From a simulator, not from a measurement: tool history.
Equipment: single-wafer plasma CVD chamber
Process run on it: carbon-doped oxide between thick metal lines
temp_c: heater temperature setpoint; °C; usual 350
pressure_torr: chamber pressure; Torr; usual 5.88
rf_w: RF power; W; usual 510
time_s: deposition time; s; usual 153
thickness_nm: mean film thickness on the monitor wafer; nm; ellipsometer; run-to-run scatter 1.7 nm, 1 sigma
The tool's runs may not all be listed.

run     day  temp_c  pressure_torr  rf_w  time_s  read-back reference wafer on the same gauge, thickness_nm  thickness_nm
  1   0.000     350           5.88   510     168                                                    679.683       834.234
  2   0.658     350           5.88   510     168                                                    680.186       831.840
  3   1.525     350           5.88   510     153                                                    679.887       757.488
  4   2.829     350           4.84   510     143                                                    679.909       676.069
  5   3.529     350           4.84   510     143                                                    680.220       675.038
  6   4.617     350           4.84   510     143                                                    679.757       673.605
  7   5.429     350           5.88   510     153                                                    680.062       754.763
  8   6.621     350           5.88   510     153                                                    679.905       747.515
  9   7.833     364           5.88   510     153                                                    680.167       729.313
 10   8.517     350           5.88   510     153                                                    680.339       783.761
 11   9.867     361           5.88   420     153                                                    679.851       665.562
 12  10.717     338           4.69   595     161                                                    680.111       886.126
 13  11.300     350           5.88   510     153                                                    679.913       783.066
 14  12.350     357           5.88   555     153                                                    679.352       816.760
 15  14.108     350           5.88   510     153                                                    679.841       783.909
 16  14.846     339           6.76   465     129                                                    680.140       651.815

Removed from this log: 5 entries logged between the listed runs. Between which two listed runs does each belong, and how does the tool's hidden state at the listed run before it compare with that at the listed run after it?
Runs 7 to 8: showerhead replaced (day 5.821); capacitance manometer re-zeroed and calibrated (day 5.954)
  delivered RF power above the setpoint (%): -7.6 -> -7.89
  measured value less the no-hidden-state value, thickness_nm: -40.170 -> -41.424 nm
Runs 8 to 9: gauge calibrated (day 7.704)
  delivered RF power above the setpoint (%): -7.89 -> -8.19
  measured value less the no-hidden-state value, thickness_nm: -41.424 -> -42.086 nm
Runs 9 to 10: RF generator calibrated (day 8.496)
  delivered RF power above the setpoint (%): -8.19 -> -1.72
  measured value less the no-hidden-state value, thickness_nm: -42.086 -> -8.807 nm
Runs 10 to 11: thermocouple changed; heater temperature recalibrated (day 8.971)
  the hidden state is the same at both runs
  measured value less the no-hidden-state value, thickness_nm: -8.807 -> -8.899 nm
